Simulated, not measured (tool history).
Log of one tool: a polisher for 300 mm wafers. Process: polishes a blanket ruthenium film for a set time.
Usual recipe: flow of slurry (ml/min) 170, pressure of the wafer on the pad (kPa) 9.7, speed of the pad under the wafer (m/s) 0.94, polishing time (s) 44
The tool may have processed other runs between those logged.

| run | hour | flow of slurry (ml/min) | pressure of the wafer on the pad (kPa) | speed of the pad under the wafer (m/s) | polishing time (s) | wafers since the last listed run | wafers polished on this pad | hours since the slurry nozzle was cleaned | hours since the head pressure was calibrated | incoming thickness of the incoming film, nm | film removed (nm) |
|---|---|---|---|---|---|---|---|---|---|---|---|
| 1 | 0 | 170 | 9.7 | 0.94 | 44 | 0 | 2417 | 31.5 | 1368.2 | 463.7 | 30.8 |
| 2 | 88.2 | 210 | 9.7 | 0.94 | 44 | 1327 | 3744 | 119.7 | 1456.4 | 462.2 | 31.3 |
| 3 | 126.9 | 210 | 9.7 | 0.94 | 44 | 582 | 4326 | 158.4 | 1495.1 | 461.6 | 31.4 |
| 4 | 175.2 | 170 | 12.4 | 0.94 | 40 | 726 | 5053 | 206.7 | 1543.4 | 466.9 | 35.3 |
|  | 193.8 | head pressure recalibrated |
| 5 | 217.2 | 170 | 9.7 | 0.94 | 44 | 601 | 5655 | 248.7 | 23.4 | 458.2 | 29.8 |
| 6 | 288 | 170 | 9.7 | 0.94 | 44 | 1065 | 6720 | 319.5 | 94.2 | 464.6 | 29.9 |
| 7 | 348.4 | 170 | 9.7 | 1.04 | 44 | 908 | 7629 | 379.9 | 154.6 | 456.5 | 33 |
| 8 | 429.7 | 170 | 9.7 | 0.94 | 44 | 1223 | 8852 | 461.2 | 235.9 | 457.8 | 29.9 |
|  | 497.4 | worn pad replaced by a new one |
| 9 | 530.8 | 170 | 9.7 | 0.94 | 44 | 1460 | 503 | 562.3 | 337 | 451.4 | 30.1 |
| 10 | 577.3 | 170 | 9.7 | 0.94 | 44 | 699 | 1202 | 608.8 | 383.5 | 466.6 | 29.8 |
| 11 | 615.4 | 170 | 9.7 | 0.94 | 44 | 573 | 1776 | 646.9 | 421.6 | 454.4 | 29.8 |
|  | 651.3 | slurry nozzle cleaned |
| 12 | 855.3 | 170 | 9.7 | 0.94 | 44 | 3594 | 5370 | 204 | 661.5 | 459.9 | 29.9 |
| 13 | 975.6 | 170 | 9.7 | 0.76 | 44 | 1810 | 7180 | 324.3 | 781.8 | 456.3 | 23.8 |
| 14 | 1062.3 | 170 | 9.7 | 0.76 | 44 | 1304 | 8485 | 411 | 868.5 | 455.3 | 23.9 |
|  | 1117.4 | worn pad replaced by a new one |
| 15 | 1163.6 | 205 | 9.7 | 0.76 | 44 | 1463 | 695 | 512.3 | 969.8 | 455.5 | 24.7 |
| 16 | 1209.2 | 170 | 11 | 0.94 | 44 | 686 | 1381 | 557.9 | 1015.4 | 457.1 | 34.1 |
| 17 | 1291.2 | 170 | 11 | 0.94 | 44 | 1233 | 2614 | 639.9 | 1097.4 | 464.2 | 33.8 |
|  | 1336.4 | slurry nozzle cleaned |
| 18 | 1555 | 170 | 9.7 | 0.7 | 44 | 3954 | 6569 | 218.6 | 1361.2 | 461.1 | 22.4 |
| 19 | 1624.2 | 150 | 8.3 | 1.14 | 34 | 1041 | 7610 | 287.8 | 1430.4 | 463.2 | 23.8 |
|  | 1685.2 | head pressure recalibrated |
| 20 | 1705.1 | 170 | 9.7 | 1.04 | 44 | 1187 | 8797 | 368.7 | 19.9 | 452 | 33.4 |
|  | 1711.9 | worn pad replaced by a new one |
| 21 | 1779.3 | 170 | 9.7 | 0.94 | 44 | 1056 | 1014 | 442.9 | 94.1 | 459.2 | 29.6 |
|  | 1976.4 | slurry nozzle cleaned |
| 22 | 2057.9 | 205 | 9.7 | 0.76 | 44 | 4176 | 5190 | 81.5 | 372.7 | 460.6 | 24.9 |
| 23 | 2117.7 | 145 | 7.6 | 1.22 | 30 | 899 | 6090 | 141.3 | 432.5 | 453.7 | 20.6 |
| 24 | 2195.8 | 170 | 9 | 0.94 | 38 | 1175 | 7265 | 219.4 | 510.6 | 457.3 | 24.2 |
| 25 | 2252.3 | 170 | 9.7 | 0.94 | 44 | 850 | 8115 | 275.9 | 567.1 | 466.4 | 30.1 |
|  | 2267.9 | worn pad replaced by a new one |
| 26 | 2297.7 | 170 | 9.7 | 0.94 | 48 | 622 | 449 | 321.3 | 612.5 | 461.7 | 32.6 |
| 27 | 2336.8 | 230 | 8.3 | 1.06 | 34 | 588 | 1037 | 360.4 | 651.6 | 464.3 | 23.1 |
| 28 | 2430 | 120 | 7.6 | 0.94 | 44 | 1402 | 2439 | 453.6 | 744.8 | 453 | 22.3 |
| 29 | 2504.2 | 170 | 9.7 | 0.94 | 44 | 1116 | 3556 | 527.8 | 819 | 461.3 | 29.9 |
|  | 2537.2 | slurry nozzle cleaned |
| 30 | 2571.5 | 130 | 9.7 | 1.2 | 44 | 997 | 4553 | 34.3 | 886.3 | 465 | 37.7 |
| 31 | 2632.9 | 170 | 9.7 | 0.94 | 49 | 923 | 5477 | 95.7 | 947.7 | 465.1 | 33.8 |
| 32 | 2714.6 | 170 | 9.7 | 0.94 | 48 | 1229 | 6706 | 177.4 | 1029.4 | 461.6 | 33 |
| 33 | 2821.2 | 170 | 9.7 | 0.94 | 33 | 1603 | 8310 | 284 | 1136 | 456.5 | 22.5 |
|  | 2908.5 | worn pad replaced by a new one |
| 34 | 2915.6 | 170 | 7.6 | 1.16 | 44 | 1360 | 106 | 378.4 | 1230.4 | 452.3 | 28.9 |
| 35 | 2988 | 170 | 9.7 | 0.94 | 44 | 1089 | 1195 | 450.8 | 1302.8 | 462.5 | 29.9 |

Per-run results on a tool with no hidden state, each run keeping its own random variation:
Unlogged tool condition in this case: removal rate lost through wear of the pad, %; slurry flow missing at the pad, %; deviation of the head's pressure from its setpoint, %.
| run | film removed (nm) |
|---|---|
| 1 | 30.9 |
| 2 | 31.7 |
| 3 | 31.9 |
| 4 | 36.1 |
| 5 | 30.5 |
| 6 | 30.8 |
| 7 | 34 |
| 8 | 30.8 |
| 9 | 31.1 |
| 10 | 30.8 |
| 11 | 30.9 |
| 12 | 30.7 |
| 13 | 24.7 |
| 14 | 24.8 |
| 15 | 25.6 |
| 16 | 35.6 |
| 17 | 35.3 |
| 18 | 23 |
| 19 | 24.5 |
| 20 | 34.4 |
| 21 | 30.6 |
| 22 | 25.3 |
| 23 | 21 |
| 24 | 24.9 |
| 25 | 31 |
| 26 | 33.6 |
| 27 | 23.7 |
| 28 | 23.3 |
| 29 | 31 |
| 30 | 38 |
| 31 | 34.3 |
| 32 | 33.8 |
| 33 | 23.1 |
| 34 | 29.8 |
| 35 | 31 |

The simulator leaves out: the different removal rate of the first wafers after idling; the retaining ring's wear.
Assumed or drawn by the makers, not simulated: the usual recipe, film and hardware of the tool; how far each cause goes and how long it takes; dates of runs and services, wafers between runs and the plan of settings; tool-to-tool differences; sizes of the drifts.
